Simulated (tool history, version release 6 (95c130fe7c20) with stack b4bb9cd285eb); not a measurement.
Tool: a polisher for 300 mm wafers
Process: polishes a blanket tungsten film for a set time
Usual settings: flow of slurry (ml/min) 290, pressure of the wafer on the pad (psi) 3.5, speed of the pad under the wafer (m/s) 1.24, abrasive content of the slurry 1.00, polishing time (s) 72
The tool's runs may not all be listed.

run     day  flow of slurry (ml/min)  pressure of the wafer on the pad (psi)  speed of the pad under the wafer (m/s)  abrasive content of the slurry  polishing time (s)  wafers since the last listed run  wafers polished on this pad  hours since the slurry nozzle was cleaned  hours since the head pressure was calibrated  hours since the slurry blender was calibrated  hours since the slurry got fresh peroxide  incoming thickness of the incoming film, nm  film removed (nm)
  1   0.000                      220                                     3.5                                    1.24                            1.00                  72                                 0                         1210                                      214.0                                          36.2                                          172.7                                       56.8                                       1538.4              425.1
  2   1.075                      220                                     3.5                                    1.24                            1.00                  72                               269                         1480                                      239.8                                          62.0                                          198.5                                       82.6                                       1555.0              427.3
  3   1.700                      290                                     3.5                                    1.24                            1.00                  72                               156                         1637                                      254.8                                          77.0                                          213.5                                       97.6                                       1595.3              438.9
      2.333  -- slurry blender recalibrated
      2.438  -- worn pad replaced by a new one
  4   2.888                      290                                     3.5                                    1.24                            1.00                  72                               250                          112                                      283.3                                         105.5                                           13.3                                      126.1                                       1538.3              430.2
  5   4.454                      290                                     3.5                                    1.24                            1.00                  72                               393                          506                                      320.9                                         143.1                                           50.9                                      163.7                                       1555.8              419.0
  6   5.121                      290                                     3.5                                    1.48                            1.00                  72                               167                          673                                      336.9                                         159.1                                           66.9                                      179.7                                       1557.0              493.9
      5.712  -- slurry tank refilled with fresh slurry and peroxide
  7   5.967                      290                                     3.5                                    1.24                            1.00                  72                               201                          875                                      357.2                                         179.4                                           87.2                                        6.1                                       1565.2              413.9
  8   6.904                      315                                     3.5                                    1.40                            0.85                  72                               235                         1110                                      379.7                                         201.9                                          109.7                                       28.6                                       1568.0              463.5
  9   8.242                      290                                     3.5                                    1.24                            1.25                  72                               335                         1446                                      411.8                                         234.0                                          141.8                                       60.7                                       1561.4              424.4
 10   8.812                      235                                     3.5                                    1.24                            0.85                  72                               143                         1589                                      425.5                                         247.7                                          155.5                                       74.4                                       1550.2              396.0
      9.412  -- slurry blender recalibrated, repeated, since the last time left the tool worse
 11   9.433                      245                                     3.5                                    1.08                            1.00                  72                               134                         1724                                      440.4                                         262.6                                            0.5                                       89.3                                       1570.4              393.7
     10.329  -- worn pad replaced by a new one
 12  10.350                      290                                     3.5                                    1.24                            1.10                  72                               188                            5                                      462.4                                         284.6                                           22.5                                      111.3                                       1563.6              459.7
 13  11.338                      290                                     3.5                                    1.24                            1.00                  93                               247                          253                                      486.1                                         308.3                                           46.2                                      135.0                                       1524.8              587.2
     12.738  -- slurry tank refilled with fresh slurry and peroxide
 14  12.758                      290                                     3.5                                    1.24                            0.90                  72                               346                          599                                      520.2                                         342.4                                           80.3                                        0.5                                       1547.7              448.3
     13.192  -- slurry nozzle cleaned
 15  13.371                      255                                     2.7                                    1.24                            1.25                  91                               143                          742                                        4.3                                         357.1                                           95.0                                       15.2                                       1573.6              500.0
     13.625  -- head pressure recalibrated
 16  14.154                      340                                     3.5                                    1.62                            1.10                  82                               175                          918                                       23.1                                          12.7                                          113.8                                       34.0                                       1552.9              674.2
 17  14.658                      235                                     3.5                                    1.24                            1.00                  72                               126                         1044                                       35.2                                          24.8                                          125.9                                       46.1                                       1567.5              439.9
 18  15.346                      290                                     4.7                                    1.12                            1.00                  72                               172                         1217                                       51.7                                          41.3                                          142.4                                       62.6                                       1562.1              511.9
 19  16.604                      290                                     2.7                                    1.24                            1.00                  72                               315                         1533                                       81.9                                          71.5                                          172.6                                       92.8                                       1558.1              374.6
     17.425  -- worn pad replaced by a new one
 20  17.829                      290                                     3.5                                    1.10                            1.00                  72                               265                          101                                      111.3                                         100.9                                          202.0                                      122.2                                       1567.8              397.2
 21  19.196                      290                                     3.5                                    1.36                            1.00                  72                               342                          444                                      144.1                                         133.7                                          234.8                                      155.0                                       1569.1              473.0
     20.079  -- slurry tank refilled with fresh slurry and peroxide
     20.083  -- slurry blender recalibrated
 22  20.100                      290                                     2.9                                    0.82                            1.00                  89                               215                          659                                      165.8                                         155.4                                            0.4                                        0.5                                       1538.6              343.5
 23  21.296                      225                                     3.5                                    1.24                            1.00                  72                               300                          959                                      194.5                                         184.1                                           29.1                                       29.2                                       1561.2              442.4
 24  22.592                      290                                     3.5                                    1.24                            1.00                  72                               325                         1284                                      225.6                                         215.2                                           60.2                                       60.3                                       1568.1              454.5
     23.888  -- worn pad replaced by a new one
 25  23.908                      290                                     3.5                                    1.24                            1.00                  72                               288                            5                                      257.2                                         246.8                                           91.8                                       91.9                                       1573.2              449.3

5 ways to go on from here, each from the tool as it stands after run 25. What would each give?
  A  23.925                      290                                     3.5                                    1.24                            1.00                  65                                 4                            9                                      257.6                                         247.2                                           92.2                                       92.3                                       1535.8                  ?
  B  23.925                      210                                     3.5                                    1.24                            1.15                  72                                 4                            9                                      257.6                                         247.2                                           92.2                                       92.3                                       1535.8                  ?
  C  23.925                      230                                     3.5                                    0.92                            1.00                  53                                 4                            9                                      257.6                                         247.2                                           92.2                                       92.3                                       1535.8                  ?
  D  23.925                      380                                     4.4                                    0.94                            0.80                  72                                 4                            9                                      257.6                                         247.2                                           92.2                                       92.3                                       1535.8                  ?
  E  23.925                      230                                     2.7                                    1.46                            0.70                  72                                 4                            9                                      257.6                                         247.2                                           92.2                                       92.3                                       1535.8                  ?

run  film removed (nm)
  A              407.2
  B              445.3
  C              246.0
  D              408.7
  E              399.3
Without the tool's hidden state the same runs would have given:
run  film removed (nm)
  A              410.7
  B              449.1
  C              248.1
  D              412.1
  E              402.6
